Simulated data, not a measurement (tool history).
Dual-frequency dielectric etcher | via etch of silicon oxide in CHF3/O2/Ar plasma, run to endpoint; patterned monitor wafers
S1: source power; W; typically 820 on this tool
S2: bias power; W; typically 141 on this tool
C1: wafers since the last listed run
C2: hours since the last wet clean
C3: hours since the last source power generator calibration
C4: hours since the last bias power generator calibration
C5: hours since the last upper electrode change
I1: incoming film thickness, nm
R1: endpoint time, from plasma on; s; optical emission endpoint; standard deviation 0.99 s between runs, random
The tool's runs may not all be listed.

{"run": 1, "hour": 0.0, "S1": 870, "S2": 158, "C1": 0, "C2": 118.6, "C3": 2635.1, "C4": 1290.3, "C5": 4075.8, "I1": 435.0, "R1": 218.8}
{"run": 2, "hour": 55.8, "S1": 820, "S2": 141, "C1": 218, "C2": 174.4, "C3": 2690.9, "C4": 1346.1, "C5": 4131.6, "I1": 433.1, "R1": 226.7}
{"run": 3, "hour": 106.2, "S1": 820, "S2": 141, "C1": 196, "C2": 224.8, "C3": 2741.3, "C4": 1396.5, "C5": 4182.0, "I1": 438.7, "R1": 231.8}
{"run": 4, "hour": 213.8, "S1": 820, "S2": 141, "C1": 420, "C2": 332.4, "C3": 2848.9, "C4": 1504.1, "C5": 4289.6, "I1": 440.2, "R1": 233.1}
{"run": 5, "hour": 394.8, "S1": 820, "S2": 141, "C1": 707, "C2": 513.4, "C3": 3029.9, "C4": 1685.1, "C5": 4470.6, "I1": 432.8, "R1": 228.5}
{"run": 6, "hour": 497.1, "S1": 820, "S2": 141, "C1": 399, "C2": 615.7, "C3": 3132.2, "C4": 1787.4, "C5": 4572.9, "I1": 439.3, "R1": 234.6}
{"hour": 569.4, "done": "wet clean of the chamber"}
{"run": 7, "hour": 587.4, "S1": 820, "S2": 141, "C1": 259, "C2": 18.0, "C3": 3222.5, "C4": 1877.7, "C5": 4663.2, "I1": 435.9, "R1": 229.5}
{"run": 8, "hour": 738.8, "S1": 820, "S2": 133, "C1": 591, "C2": 169.4, "C3": 3373.9, "C4": 2029.1, "C5": 4814.6, "I1": 442.3, "R1": 239.3}
{"run": 9, "hour": 792.9, "S1": 820, "S2": 133, "C1": 211, "C2": 223.5, "C3": 3428.0, "C4": 2083.2, "C5": 4868.7, "I1": 437.3, "R1": 236.6}
{"run": 10, "hour": 829.0, "S1": 820, "S2": 133, "C1": 141, "C2": 259.6, "C3": 3464.1, "C4": 2119.3, "C5": 4904.8, "I1": 439.5, "R1": 236.5}
{"run": 11, "hour": 902.5, "S1": 820, "S2": 156, "C1": 287, "C2": 333.1, "C3": 3537.6, "C4": 2192.8, "C5": 4978.3, "I1": 433.4, "R1": 224.3}
{"run": 12, "hour": 994.5, "S1": 820, "S2": 156, "C1": 359, "C2": 425.1, "C3": 3629.6, "C4": 2284.8, "C5": 5070.3, "I1": 435.0, "R1": 224.6}
{"run": 13, "hour": 1072.3, "S1": 820, "S2": 141, "C1": 303, "C2": 502.9, "C3": 3707.4, "C4": 2362.6, "C5": 5148.1, "I1": 440.4, "R1": 233.9}
{"run": 14, "hour": 1172.8, "S1": 820, "S2": 141, "C1": 392, "C2": 603.4, "C3": 3807.9, "C4": 2463.1, "C5": 5248.6, "I1": 434.6, "R1": 231.7}
{"run": 15, "hour": 1226.3, "S1": 820, "S2": 169, "C1": 209, "C2": 656.9, "C3": 3861.4, "C4": 2516.6, "C5": 5302.1, "I1": 440.9, "R1": 221.7}
{"run": 16, "hour": 1322.2, "S1": 700, "S2": 141, "C1": 374, "C2": 752.8, "C3": 3957.3, "C4": 2612.5, "C5": 5398.0, "I1": 436.3, "R1": 242.2}
{"hour": 1348.8, "done": "wet clean of the chamber"}
{"run": 17, "hour": 1377.3, "S1": 1020, "S2": 114, "C1": 121, "C2": 28.5, "C3": 4012.4, "C4": 2667.6, "C5": 5453.1, "I1": 438.1, "R1": 235.6}
{"run": 18, "hour": 1459.9, "S1": 720, "S2": 141, "C1": 322, "C2": 111.1, "C3": 4095.0, "C4": 2750.2, "C5": 5535.7, "I1": 438.6, "R1": 243.1}
{"run": 19, "hour": 1561.2, "S1": 720, "S2": 160, "C1": 395, "C2": 212.4, "C3": 4196.3, "C4": 2851.5, "C5": 5637.0, "I1": 432.1, "R1": 229.8}
{"hour": 1566.7, "done": "bias power generator calibrated"}
{"run": 20, "hour": 1657.1, "S1": 760, "S2": 129, "C1": 359, "C2": 308.3, "C3": 4292.2, "C4": 90.4, "C5": 5732.9, "I1": 436.8, "R1": 240.9}
{"hour": 1701.6, "done": "source power generator calibrated"}
{"hour": 1826.2, "done": "upper electrode replaced"}
{"run": 21, "hour": 1914.5, "S1": 820, "S2": 141, "C1": 896, "C2": 565.7, "C3": 212.9, "C4": 347.8, "C5": 88.3, "I1": 432.6, "R1": 228.3}
{"run": 22, "hour": 2017.6, "S1": 910, "S2": 171, "C1": 402, "C2": 668.8, "C3": 316.0, "C4": 450.9, "C5": 191.4, "I1": 437.7, "R1": 212.1}
{"hour": 2087.1, "done": "wet clean of the chamber"}
{"run": 23, "hour": 2125.2, "S1": 930, "S2": 111, "C1": 326, "C2": 38.1, "C3": 423.6, "C4": 558.5, "C5": 299.0, "I1": 436.2, "R1": 238.7}
{"run": 24, "hour": 2171.1, "S1": 820, "S2": 141, "C1": 179, "C2": 84.0, "C3": 469.5, "C4": 604.4, "C5": 344.9, "I1": 437.4, "R1": 230.2}
{"run": 25, "hour": 2260.1, "S1": 920, "S2": 131, "C1": 347, "C2": 173.0, "C3": 558.5, "C4": 693.4, "C5": 433.9, "I1": 437.3, "R1": 229.6}
{"run": 26, "hour": 2300.5, "S1": 910, "S2": 141, "C1": 157, "C2": 213.4, "C3": 598.9, "C4": 733.8, "C5": 474.3, "I1": 437.6, "R1": 225.1}
{"run": 27, "hour": 2387.2, "S1": 820, "S2": 155, "C1": 338, "C2": 300.1, "C3": 685.6, "C4": 820.5, "C5": 561.0, "I1": 432.5, "R1": 221.0}
{"run": 28, "hour": 2460.4, "S1": 820, "S2": 160, "C1": 285, "C2": 373.3, "C3": 758.8, "C4": 893.7, "C5": 634.2, "I1": 437.1, "R1": 222.3}
{"run": 29, "hour": 2532.5, "S1": 820, "S2": 141, "C1": 281, "C2": 445.4, "C3": 830.9, "C4": 965.8, "C5": 706.3, "I1": 439.6, "R1": 233.3}
{"run": 30, "hour": 2592.2, "S1": 960, "S2": 141, "C1": 233, "C2": 505.1, "C3": 890.6, "C4": 1025.5, "C5": 766.0, "I1": 436.3, "R1": 220.7}
{"run": 31, "hour": 2632.2, "S1": 880, "S2": 176, "C1": 156, "C2": 545.1, "C3": 930.6, "C4": 1065.5, "C5": 806.0, "I1": 437.9, "R1": 210.1}
{"run": 32, "hour": 2711.7, "S1": 820, "S2": 141, "C1": 310, "C2": 624.6, "C3": 1010.1, "C4": 1145.0, "C5": 885.5, "I1": 438.1, "R1": 231.8}
{"run": 33, "hour": 2803.6, "S1": 990, "S2": 111, "C1": 359, "C2": 716.5, "C3": 1102.0, "C4": 1236.9, "C5": 977.4, "I1": 441.8, "R1": 238.1}
{"run": 34, "hour": 2857.5, "S1": 820, "S2": 141, "C1": 210, "C2": 770.4, "C3": 1155.9, "C4": 1290.8, "C5": 1031.3, "I1": 437.6, "R1": 230.3}
{"hour": 2897.2, "done": "wet clean of the chamber"}
{"run": 35, "hour": 2954.5, "S1": 1000, "S2": 169, "C1": 285, "C2": 57.3, "C3": 1252.9, "C4": 1387.8, "C5": 1128.3, "I1": 437.1, "R1": 207.0}
{"run": 36, "hour": 3047.3, "S1": 660, "S2": 154, "C1": 362, "C2": 150.1, "C3": 1345.7, "C4": 1480.6, "C5": 1221.1, "I1": 437.8, "R1": 238.4}

Below, each run's measurement less what the same run would have read without the hidden state. Both values contain the same run-to-run variation, but the gauge's scatter may not be the same in both:
The tool's hidden condition here consists of: etch rate over this chamber's usual, %; source power that arrives over what is set, %; bias power that arrives over what is set, %.
run=1 R1=+1.7
run=2 R1=+1.9
run=3 R1=+1.9
run=4 R1=+2.2
run=5 R1=+2.3
run=6 R1=+2.6
run=7 R1=+2.6
run=8 R1=+2.9
run=9 R1=+2.9
run=10 R1=+3.0
run=11 R1=+3.1
run=12 R1=+3.2
run=13 R1=+3.4
run=14 R1=+3.5
run=15 R1=+3.6
run=16 R1=+3.9
run=17 R1=+3.6
run=18 R1=+4.1
run=19 R1=+4.1
run=20 R1=+0.6
run=21 R1=+1.0
run=22 R1=+1.1
run=23 R1=+1.3
run=24 R1=+1.3
run=25 R1=+1.4
run=26 R1=+1.4
run=27 R1=+1.6
run=28 R1=+1.7
run=29 R1=+1.9
run=30 R1=+1.9
run=31 R1=+1.9
run=32 R1=+2.2
run=33 R1=+2.2
run=34 R1=+2.4
run=35 R1=+2.3
run=36 R1=+2.8
